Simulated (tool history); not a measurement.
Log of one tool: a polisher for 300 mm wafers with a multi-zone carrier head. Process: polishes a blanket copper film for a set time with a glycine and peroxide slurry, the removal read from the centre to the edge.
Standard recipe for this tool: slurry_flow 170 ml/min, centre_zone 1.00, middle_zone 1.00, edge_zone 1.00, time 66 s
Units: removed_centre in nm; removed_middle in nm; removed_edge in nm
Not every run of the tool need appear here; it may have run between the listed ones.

run	hour	slurry_flow	centre_zone	middle_zone	edge_zone	time	wafers since the last listed run	wafers polished on this pad	hours since the slurry nozzle was cleaned	hours since the centre zone pressure was calibrated	hours since the edge zone pressure was calibrated	hours since the carrier head's membrane was replaced	incoming thickness of the incoming film, nm	removed_centre	removed_middle	removed_edge
1	0.0	170	0.94	0.95	1.00	66	0	5035	83.1	52.4	678.6	986.5	2316.8	268.9	280.6	297.7
# hour 8.8: edge zone pressure recalibrated
# hour 29.6: worn pad replaced by a new one
2	30.1	220	1.00	1.00	1.00	66	231	5	113.2	82.5	21.3	1016.6	2315.8	322.2	327.8	322.1
3	64.4	170	1.00	1.00	1.04	66	330	335	147.5	116.8	55.6	1050.9	2333.1	309.0	317.3	311.2
4	122.9	140	1.00	0.96	0.92	66	562	898	206.0	175.3	114.1	1109.4	2323.9	302.0	297.1	291.8
# hour 158.9: carrier head's membrane replaced by a new one
5	182.7	170	1.00	1.00	1.00	66	527	1425	265.8	235.1	173.9	23.8	2339.4	307.1	317.2	308.5
6	226.1	170	1.00	1.04	1.00	56	417	1843	309.2	278.5	217.3	67.2	2350.3	256.0	274.3	256.4
7	284.0	170	1.00	1.00	1.00	66	557	2400	367.1	336.4	275.2	125.1	2317.7	300.7	304.5	305.4
8	321.9	110	0.96	0.95	1.00	83	364	2764	405.0	374.3	313.1	163.0	2372.9	338.2	346.2	356.3
9	351.5	130	1.00	1.00	1.00	46	284	3049	434.6	403.9	342.7	192.6	2337.6	197.5	206.6	205.3
# hour 362.9: centre zone pressure recalibrated
10	418.4	170	1.00	1.00	1.00	85	624	3674	501.5	55.5	409.6	259.5	2382.2	371.1	386.0	383.3
11	473.7	170	1.00	1.00	1.00	66	532	4206	556.8	110.8	464.9	314.8	2321.6	289.5	302.5	288.0
12	523.8	170	0.94	1.11	1.09	66	482	4688	606.9	160.9	515.0	364.9	2331.9	268.1	321.8	309.2
# hour 533.6: slurry nozzle cleaned
# hour 541.9: worn pad replaced by a new one
13	564.3	170	1.00	1.00	1.04	66	341	215	30.7	201.4	555.5	405.4	2344.4	317.3	322.8	327.1
# hour 625.9: edge zone pressure recalibrated
14	632.5	150	0.92	0.91	1.00	73	636	852	98.9	269.6	6.6	473.6	2351.9	305.8	318.6	344.1
15	692.5	170	1.00	1.00	1.00	66	577	1430	158.9	329.6	66.6	533.6	2344.7	307.0	317.8	319.0
16	753.5	170	1.00	1.00	1.00	86	586	2017	219.9	390.6	127.6	594.6	2340.5	397.0	409.8	404.0
17	792.6	170	1.00	1.00	1.00	66	376	2393	259.0	429.7	166.7	633.7	2354.3	300.7	314.5	305.3
18	817.0	135	1.00	1.10	1.00	66	234	2628	283.4	454.1	191.1	658.1	2369.6	287.9	328.2	307.4
19	848.5	170	1.00	1.00	1.03	74	303	2931	314.9	485.6	222.6	689.6	2310.5	335.0	350.1	338.3
20	875.9	170	1.00	1.00	1.00	66	263	3194	342.3	513.0	250.0	717.0	2339.4	295.2	302.1	302.7
# hour 897.3: centre zone pressure recalibrated
21	911.0	170	1.00	0.92	1.00	66	318	3513	377.4	13.7	285.1	752.1	2312.5	294.5	285.3	303.6

Measured result minus the same run's result without the hidden state. Both carry the same run-to-run variation, though not necessarily the same gauge scatter:
Hidden state at play: removal rate lost through wear of the pad, %; slurry flow missing at the pad, %; deviation of the centre zone's pressure from its setpoint, %; deviation of the edge zone's pressure from its setpoint, %.
run	removed_centre	removed_middle	removed_edge
1	-28.4	-29.7	-31.5
2	-4.1	-4.2	-4.1
3	-5.8	-6.0	-5.8
4	-8.9	-8.8	-8.6
5	-12.4	-12.8	-12.5
6	-12.5	-13.3	-12.5
7	-17.9	-18.2	-18.2
8	-22.7	-23.2	-23.9
9	-14.3	-15.1	-14.9
10	-32.0	-33.3	-33.0
11	-28.2	-29.6	-28.1
12	-28.9	-34.8	-33.4
13	-2.1	-2.2	-2.3
14	-5.7	-6.0	-6.5
15	-9.1	-9.5	-9.5
16	-16.3	-16.8	-16.5
17	-14.5	-15.2	-14.7
18	-15.3	-17.3	-16.2
19	-19.8	-20.7	-19.9
20	-19.0	-19.5	-19.4
21	-21.0	-20.3	-21.7
